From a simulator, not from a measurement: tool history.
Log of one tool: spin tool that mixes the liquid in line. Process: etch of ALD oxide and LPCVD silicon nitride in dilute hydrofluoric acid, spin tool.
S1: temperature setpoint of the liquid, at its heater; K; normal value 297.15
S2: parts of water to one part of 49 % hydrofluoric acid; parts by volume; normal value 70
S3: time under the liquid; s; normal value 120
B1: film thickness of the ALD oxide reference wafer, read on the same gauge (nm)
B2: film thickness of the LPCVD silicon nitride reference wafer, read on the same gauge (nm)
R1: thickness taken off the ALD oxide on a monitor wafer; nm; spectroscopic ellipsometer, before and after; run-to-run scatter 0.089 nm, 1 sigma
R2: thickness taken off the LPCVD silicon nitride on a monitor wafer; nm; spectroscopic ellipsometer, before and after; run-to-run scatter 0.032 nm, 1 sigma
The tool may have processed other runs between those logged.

run,hour,S1,S2,S3,B1,B2,R1,R2
1,0,297.15,70,120,79.98,50.024,15.77,0.837
2,6.4,297.15,70,120,80,49.972,15.66,0.885
3,21.4,297.15,70,120,80,50.009,15.6,0.92
4,31.1,297.15,70,120,79.99,50.023,15.69,0.867
5,40.2,297.15,70,120,80.02,49.999,15.67,0.829
6,55.2,297.15,70,120,80.03,49.993,15.65,0.844
7,63.9,300.15,70,120,80.03,49.954,17.54,1.051
8,99.9,300.15,70,120,80.04,49.993,17.45,1.024
9,106.1,300.15,70,120,80.02,50.025,17.55,1.056
10,116.7,297.15,85,120,79.96,49.967,12.45,0.715
11,134.6,295.15,40,60,79.97,49.934,13.08,0.668
# hour 143.6: hydrofluoric acid flow meter replaced
12,144.1,297.15,60,145,80,49.991,25.17,1.36
# hour 160.3: gauge calibrated
13,169.3,297.15,45,120,80.07,50.042,27.93,1.431
# hour 183.9: thermometer replaced
14,184.4,297.15,70,120,79.97,49.987,17.4,0.919
15,191.3,297.15,70,60,79.98,49.982,8.69,0.483
16,208.4,297.15,95,60,79.97,50.005,6.26,0.366
17,222,297.15,70,120,79.98,50.009,17.34,0.93
18,230.9,293.15,45,80,80,49.939,15.64,0.683

Forecast each of these 5 alternatives for the next run:
A,231.4,297.15,70,120,?,?,?,?
B,231.4,297.15,40,165,?,?,?,?
C,231.4,297.15,50,120,?,?,?,?
D,231.4,297.15,35,120,?,?,?,?
E,231.4,301.65,70,120,?,?,?,?

run,B1,B2,R1,R2
A,79.98,49.964,17.23,0.928
B,79.98,49.964,43.16,2.208
C,79.98,49.964,24.78,1.291
D,79.98,49.964,36.13,1.829
E,79.98,49.964,20.6,1.247
The same runs, with their run-to-run variation unchanged, on a tool lacking any hidden condition would have given:
run,R1,R2
A,17.62,0.947
B,44.11,2.252
C,25.32,1.317
D,36.91,1.865
E,21.07,1.272
